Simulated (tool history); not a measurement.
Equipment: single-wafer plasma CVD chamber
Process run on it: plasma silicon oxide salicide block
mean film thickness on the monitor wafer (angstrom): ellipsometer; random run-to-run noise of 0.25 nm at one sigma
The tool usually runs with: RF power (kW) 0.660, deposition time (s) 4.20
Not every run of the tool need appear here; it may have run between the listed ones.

run,hour,RF power (kW),deposition time (s),wafers since the last listed run,hours since the last RF generator calibration,hours since the showerhead was replaced,hours since the gauge calibration,"read-back reference wafer on the same gauge, thickness_nm",mean film thickness on the monitor wafer (angstrom)
1,0.0,0.660,4.20,0,1084.5,5328.8,71.8,52.080,463.43
2,22.8,0.660,4.20,815,1107.3,5351.6,94.6,52.054,466.14
3,37.7,0.660,4.20,532,1122.2,5366.5,109.5,52.040,463.05
4,59.1,0.660,4.20,765,1143.6,5387.9,130.9,52.101,464.08
5,161.1,0.660,4.20,3646,1245.6,5489.9,232.9,52.065,466.27
6,183.8,0.660,4.20,811,1268.3,5512.6,255.6,52.107,468.08
7,205.8,0.660,4.20,786,1290.3,5534.6,277.6,52.099,462.18
8,234.9,0.660,4.20,1040,1319.4,5563.7,306.7,52.082,466.90
9,256.4,0.660,4.20,768,1340.9,5585.2,328.2,52.100,464.73
10,287.1,0.660,4.20,1097,1371.6,5615.9,358.9,52.176,466.34
11,304.2,0.660,4.20,611,1388.7,5633.0,376.0,52.173,460.50
12,334.4,0.660,4.37,1079,1418.9,5663.2,406.2,52.140,483.39
# hour 358.8: RF generator calibrated
13,359.3,0.660,4.37,604,0.5,5688.1,431.1,52.112,483.69
14,373.1,0.660,4.37,493,14.3,5701.9,444.9,52.087,481.97
15,388.9,0.660,4.20,564,30.1,5717.7,460.7,52.077,459.90
16,420.2,0.660,4.20,1118,61.4,5749.0,492.0,52.076,464.93
17,435.0,0.660,4.20,529,76.2,5763.8,506.8,52.095,461.57
18,467.3,0.660,4.20,1154,108.5,5796.1,539.1,52.132,463.36
19,480.9,0.600,4.20,486,122.1,5809.7,552.7,52.106,446.70
20,511.1,0.600,3.70,1079,152.3,5839.9,582.9,52.093,394.41
# hour 533.9: gauge calibrated
21,541.2,0.545,3.39,1076,182.4,5870.0,7.3,52.092,350.36
22,576.5,0.660,4.20,1261,217.7,5905.3,42.6,52.093,458.44
23,601.3,0.660,4.20,886,242.5,5930.1,67.4,52.077,468.76
24,636.8,0.725,3.51,1269,278.0,5965.6,102.9,52.060,401.00
25,650.7,0.540,3.62,496,291.9,5979.5,116.8,52.095,369.63
26,667.3,0.660,4.20,593,308.5,5996.1,133.4,52.140,463.85
27,699.9,0.725,3.51,1165,341.1,6028.7,166.0,52.106,400.85
28,731.6,0.720,4.65,1133,372.8,6060.4,197.7,52.066,530.72
# hour 750.1: showerhead replaced
29,750.6,0.740,3.84,393,391.8,0.5,216.7,52.122,441.79
30,764.4,0.660,4.20,493,405.6,14.3,230.5,52.077,462.18
31,794.8,0.765,3.37,1086,436.0,44.7,260.9,52.119,393.11
32,809.6,0.560,3.97,529,450.8,59.5,275.7,52.135,412.06
33,838.3,0.750,4.90,1026,479.5,88.2,304.4,52.079,562.12
34,860.9,0.730,3.62,807,502.1,110.8,327.0,52.104,416.70
35,883.8,0.720,3.64,818,525.0,133.7,349.9,52.052,415.45
36,986.7,0.620,4.55,3678,627.9,236.6,452.8,52.097,493.10
37,1008.0,0.540,3.67,761,649.2,257.9,474.1,52.091,374.79
38,1022.4,0.565,4.68,514,663.6,272.3,488.5,52.066,490.69

What was the tool's hidden state at every run in the log?
delivered RF power above the setpoint (%): 0 at every run
gauge reads high (%): 0 at every run
